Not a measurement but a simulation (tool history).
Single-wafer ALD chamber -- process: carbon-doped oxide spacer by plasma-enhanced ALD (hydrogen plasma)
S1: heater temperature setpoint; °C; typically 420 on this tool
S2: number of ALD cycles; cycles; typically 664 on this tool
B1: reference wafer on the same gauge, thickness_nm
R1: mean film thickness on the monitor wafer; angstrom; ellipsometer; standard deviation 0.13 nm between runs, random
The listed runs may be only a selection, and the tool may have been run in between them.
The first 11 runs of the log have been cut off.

Run 12, hour 231.3: usual settings; B1 32.704. Result: R1 317.57 angstrom.
Run 13, hour 256.8: usual settings; B1 32.664. Result: R1 314.88 angstrom.
Run 14, hour 271.2: usual settings; B1 32.681. Result: R1 316.68 angstrom.
At hour 357.9: gauge calibrated.
Run 15, hour 374.9: usual settings; B1 32.695. Result: R1 316.31 angstrom.
Run 16, hour 403.9: usual settings; B1 32.710. Result: R1 313.19 angstrom.
Run 17, hour 432.8: usual settings; B1 32.677. Result: R1 317.04 angstrom.
Run 18, hour 534.0: usual settings; B1 32.694. Result: R1 316.32 angstrom.
Run 19, hour 556.7: usual settings; B1 32.685. Result: R1 316.61 angstrom.
Run 20, hour 571.0: usual settings; B1 32.708. Result: R1 316.35 angstrom.
At hour 603.3: thermocouple changed; heater temperature recalibrated.
Run 21, hour 604.5: usual settings but S1 406 °C; B1 32.698. Result: R1 325.12 angstrom.
Run 22, hour 631.4: usual settings but S1 415 °C, S2 760 cycles; B1 32.686. Result: R1 360.42 angstrom.
Run 23, hour 656.4: usual settings but S2 541 cycles; B1 32.685. Result: R1 250.99 angstrom.

Predict the results of run 24:
Run 24, hour 675.1: usual settings but S2 741 cycles; B1 ?. Result: R1 ?.

{"run 24": {"B1": 32.712, "R1": 345.2}}
On a tool with no hidden condition, and with the same random variation, this run would have come out at R1 344.54 angstrom.
